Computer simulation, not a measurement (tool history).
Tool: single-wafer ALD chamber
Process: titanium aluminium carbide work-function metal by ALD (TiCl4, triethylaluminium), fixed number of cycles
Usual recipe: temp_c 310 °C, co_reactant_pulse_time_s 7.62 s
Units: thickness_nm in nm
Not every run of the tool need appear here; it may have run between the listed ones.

run,hour,temp_c,co_reactant_pulse_time_s,wafers since the last listed run,hours since the last thermocouple change,hours since the last triethylaluminium bottle change,hours since the showerhead was replaced,hours since the gauge calibration,"read-back reference wafer on the same gauge, thickness_nm",thickness_nm
1,0.0,310,6.35,0,302.7,209.8,2333.4,674.1,2.680,2.152
2,27.0,310,6.35,222,329.7,236.8,2360.4,701.1,2.680,2.154
3,63.6,310,6.35,300,366.3,273.4,2397.0,737.7,2.681,2.149
4,115.0,310,7.62,422,417.7,324.8,2448.4,789.1,2.681,2.246
5,152.1,310,7.62,305,454.8,361.9,2485.5,826.2,2.680,2.243
6,202.9,310,7.62,417,505.6,412.7,2536.3,877.0,2.681,2.227
7,258.0,310,7.62,453,560.7,467.8,2591.4,932.1,2.680,2.242
8,376.5,310,7.62,974,679.2,586.3,2709.9,1050.6,2.680,2.241
9,415.5,310,6.90,320,718.2,625.3,2748.9,1089.6,2.679,2.192
10,449.1,318,7.62,276,751.8,658.9,2782.5,1123.2,2.680,2.313
11,510.7,318,7.62,506,813.4,720.5,2844.1,1184.8,2.680,2.310
12,539.2,306,7.62,234,841.9,749.0,2872.6,1213.3,2.679,2.203
13,610.2,306,7.62,583,912.9,820.0,2943.6,1284.3,2.680,2.204
# hour 618.2: gauge calibrated
14,742.0,310,7.62,1083,1044.7,951.8,3075.4,123.8,2.679,2.246
15,781.8,310,7.62,327,1084.5,991.6,3115.2,163.6,2.679,2.228
16,850.4,310,10.11,564,1153.1,1060.2,3183.8,232.2,2.680,2.335
17,874.7,310,9.03,199,1177.4,1084.5,3208.1,256.5,2.680,2.313
# hour 898.9: showerhead replaced
18,923.6,301,6.42,336,1226.3,1133.4,24.7,305.4,2.680,2.079
19,988.3,310,7.62,532,1291.0,1198.1,89.4,370.1,2.679,2.239
20,1033.5,310,6.90,371,1336.2,1243.3,134.6,415.3,2.679,2.194
# hour 1046.4: thermocouple changed; heater temperature recalibrated
# hour 1095.4: triethylaluminium bottle replaced
21,1095.9,310,5.26,381,49.5,0.5,197.0,477.7,2.681,2.038
22,1134.4,310,7.62,316,88.0,39.0,235.5,516.2,2.680,2.248
23,1201.4,306,10.41,551,155.0,106.0,302.5,583.2,2.680,2.311
24,1267.5,320,6.15,543,221.1,172.1,368.6,649.3,2.679,2.216
25,1314.9,310,5.66,389,268.5,219.5,416.0,696.7,2.681,2.081
26,1340.1,322,4.70,207,293.7,244.7,441.2,721.9,2.681,2.061
27,1407.2,300,7.62,551,360.8,311.8,508.3,789.0,2.679,2.143
28,1474.8,310,6.90,555,428.4,379.4,575.9,856.6,2.680,2.191
29,1529.1,310,7.62,446,482.7,433.7,630.2,910.9,2.680,2.237
30,1555.2,310,7.62,214,508.8,459.8,656.3,937.0,2.679,2.241
31,1603.3,297,10.48,395,556.9,507.9,704.4,985.1,2.680,2.217
32,1645.1,310,7.62,343,598.7,549.7,746.2,1026.9,2.681,2.235
33,1669.4,302,4.76,199,623.0,574.0,770.5,1051.2,2.680,1.902
34,1699.5,310,7.62,247,653.1,604.1,800.6,1081.3,2.680,2.246

Consider 3 possible next runs. They are alternatives, not a sequence: every one starts from the tool as it was left by run 34. What does each give?
A,1699.9,310,7.62,3,653.5,604.5,801.0,1081.7,?,?
B,1699.9,318,5.03,3,653.5,604.5,801.0,1081.7,?,?
C,1699.9,297,5.14,3,653.5,604.5,801.0,1081.7,?,?

run,"read-back reference wafer on the same gauge, thickness_nm",thickness_nm
A,2.680,2.243
B,2.680,2.080
C,2.680,1.915
Take away the tool's hidden state, keep each run's random variation, and the runs would have read:
run,thickness_nm
A,2.243
B,2.080
C,1.915
